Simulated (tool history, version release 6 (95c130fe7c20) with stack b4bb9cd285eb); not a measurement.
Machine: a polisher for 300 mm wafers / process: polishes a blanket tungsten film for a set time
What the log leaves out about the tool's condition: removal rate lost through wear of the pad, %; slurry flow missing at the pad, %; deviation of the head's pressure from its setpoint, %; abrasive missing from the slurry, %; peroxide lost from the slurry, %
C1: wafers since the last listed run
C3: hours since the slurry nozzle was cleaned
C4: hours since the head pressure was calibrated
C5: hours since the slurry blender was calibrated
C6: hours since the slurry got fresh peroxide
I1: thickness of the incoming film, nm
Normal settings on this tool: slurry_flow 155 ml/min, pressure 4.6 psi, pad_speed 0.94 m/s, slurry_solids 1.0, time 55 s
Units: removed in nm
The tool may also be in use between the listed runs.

{"run": 1, "hour": 0.0, "slurry_flow": 155, "pressure": 4.6, "pad_speed": 0.94, "slurry_solids": 1.0, "time": 55, "C1": 0, "wafers polished on this pad": 818, "C3": 105.3, "C4": 184.0, "C5": 237.4, "C6": 12.5, "I1": 932.9, "removed": 273.1}
{"hour": 1.2, "done": "slurry blender recalibrated"}
{"run": 2, "hour": 92.3, "slurry_flow": 155, "pressure": 4.6, "pad_speed": 0.94, "slurry_solids": 1.0, "time": 55, "C1": 1117, "wafers polished on this pad": 1936, "C3": 197.6, "C4": 276.3, "C5": 91.1, "C6": 104.8, "I1": 939.2, "removed": 259.3}
{"hour": 156.5, "done": "worn pad replaced by a new one"}
{"run": 3, "hour": 157.0, "slurry_flow": 155, "pressure": 4.6, "pad_speed": 0.94, "slurry_solids": 1.0, "time": 55, "C1": 744, "wafers polished on this pad": 6, "C3": 262.3, "C4": 341.0, "C5": 155.8, "C6": 169.5, "I1": 930.2, "removed": 250.9}
{"hour": 203.7, "done": "slurry blender recalibrated"}
{"run": 4, "hour": 222.0, "slurry_flow": 155, "pressure": 4.6, "pad_speed": 0.94, "slurry_solids": 1.0, "time": 49, "C1": 772, "wafers polished on this pad": 779, "C3": 327.3, "C4": 406.0, "C5": 18.3, "C6": 234.5, "I1": 919.1, "removed": 216.7}
{"hour": 234.8, "done": "slurry tank refilled with fresh slurry and peroxide"}
{"run": 5, "hour": 281.0, "slurry_flow": 155, "pressure": 4.6, "pad_speed": 0.94, "slurry_solids": 1.0, "time": 49, "C1": 711, "wafers polished on this pad": 1491, "C3": 386.3, "C4": 465.0, "C5": 77.3, "C6": 46.2, "I1": 922.0, "removed": 186.1}
{"hour": 368.0, "done": "worn pad replaced by a new one"}
{"run": 6, "hour": 384.1, "slurry_flow": 155, "pressure": 4.6, "pad_speed": 0.94, "slurry_solids": 0.8, "time": 44, "C1": 1215, "wafers polished on this pad": 197, "C3": 489.4, "C4": 568.1, "C5": 180.4, "C6": 149.3, "I1": 914.3, "removed": 145.3}
{"hour": 445.7, "done": "slurry blender recalibrated"}
{"run": 7, "hour": 448.8, "slurry_flow": 155, "pressure": 4.6, "pad_speed": 0.94, "slurry_solids": 0.8, "time": 44, "C1": 769, "wafers polished on this pad": 966, "C3": 554.1, "C4": 632.8, "C5": 3.1, "C6": 214.0, "I1": 935.2, "removed": 136.4}
{"run": 8, "hour": 504.5, "slurry_flow": 185, "pressure": 4.6, "pad_speed": 0.72, "slurry_solids": 1.0, "time": 55, "C1": 683, "wafers polished on this pad": 1649, "C3": 609.8, "C4": 688.5, "C5": 58.8, "C6": 269.7, "I1": 928.1, "removed": 133.1}
{"hour": 507.9, "done": "slurry tank refilled with fresh slurry and peroxide, repeated, since the last time left the tool worse"}
{"hour": 517.9, "done": "slurry nozzle cleaned"}
{"hour": 578.9, "done": "worn pad replaced by a new one"}
{"run": 9, "hour": 582.9, "slurry_flow": 155, "pressure": 3.3, "pad_speed": 1.16, "slurry_solids": 1.0, "time": 70, "C1": 888, "wafers polished on this pad": 48, "C3": 65.0, "C4": 766.9, "C5": 137.2, "C6": 75.0, "I1": 935.0, "removed": 287.9}
{"hour": 620.2, "done": "head pressure recalibrated"}
{"hour": 642.8, "done": "slurry blender recalibrated"}
{"run": 10, "hour": 654.3, "slurry_flow": 155, "pressure": 5.1, "pad_speed": 0.94, "slurry_solids": 1.0, "time": 55, "C1": 826, "wafers polished on this pad": 875, "C3": 136.4, "C4": 34.1, "C5": 11.5, "C6": 146.4, "I1": 908.9, "removed": 281.9}

Expected results for the next run?
{"hour": 711.9, "done": "slurry tank refilled with fresh slurry and peroxide"}
{"run": 11, "hour": 735.2, "slurry_flow": 155, "pressure": 4.6, "pad_speed": 0.72, "slurry_solids": 1.0, "time": 55, "C1": 980, "wafers polished on this pad": 1855, "C3": 217.3, "C4": 115.0, "C5": 92.4, "C6": 23.3, "I1": 920.4, "removed": "?"}

removed: 202.0 nm
Take away the tool's hidden state, keep the run-to-run variation as it was, and the same run would have given removed 204.2 nm.

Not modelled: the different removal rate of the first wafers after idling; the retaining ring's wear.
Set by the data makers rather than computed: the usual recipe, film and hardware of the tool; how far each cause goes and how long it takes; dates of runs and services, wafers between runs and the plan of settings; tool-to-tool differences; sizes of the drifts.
